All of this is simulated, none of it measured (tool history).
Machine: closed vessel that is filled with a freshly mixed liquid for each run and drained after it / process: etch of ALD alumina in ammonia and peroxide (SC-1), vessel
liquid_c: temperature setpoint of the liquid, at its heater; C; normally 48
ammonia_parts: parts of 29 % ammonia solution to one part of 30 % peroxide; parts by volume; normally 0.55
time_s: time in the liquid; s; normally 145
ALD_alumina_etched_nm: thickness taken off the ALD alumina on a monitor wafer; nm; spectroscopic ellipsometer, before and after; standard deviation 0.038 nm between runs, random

run	hour	liquid_c	ammonia_parts	time_s	read-back film thickness of the ALD alumina reference wafer, read on the same gauge (nm)	ALD_alumina_etched_nm
1	0	48	0.55	145	100	6.92
2	102.4	48	0.55	145	100.02	6.91
3	184.8	48	0.55	145	99.99	6.82
4	236.4	42.5	0.55	145	100.03	5.02
5	314.9	48	0.55	145	100.03	6.89
6	608.1	48	0.55	145	99.96	6.88
7	691.6	48	0.55	145	99.96	6.83
8	730.6	48	0.55	145	99.96	6.88
# hour 750.6: gauge calibrated
# hour 769.3: new drum of ammonia solution connected
9	769.6	48	0.35	115	100.01	5.24
# hour 844.3: ammonia flow meter replaced
10	847.8	56.5	0.3	105	99.97	7.4
# hour 855.4: thermometer replaced
11	917.6	48	0.65	185	99.94	8.91
12	1013.2	51.5	0.8	85	99.99	5.04
13	1085.4	56	0.55	165	100.02	12.05
14	1124.7	52.5	0.65	180	100.01	11.05

5 options for the next run, each taken on its own from the tool as it stands now. Forecast them:
A	1125.4	48	0.55	145	?	?
B	1125.4	48	0.45	145	?	?
C	1125.4	57	0.55	205	?	?
D	1125.4	48	0.65	145	?	?
E	1125.4	53	0.65	100	?	?

run	read-back film thickness of the ALD alumina reference wafer, read on the same gauge (nm)	ALD_alumina_etched_nm
A	100.01	6.97
B	100.01	6.83
C	100.01	16.02
D	100.01	7.08
E	100.01	6.42
What these runs would have given with no unlogged condition in the tool:
run	ALD_alumina_etched_nm
A	6.97
B	6.83
C	16.02
D	7.08
E	6.42
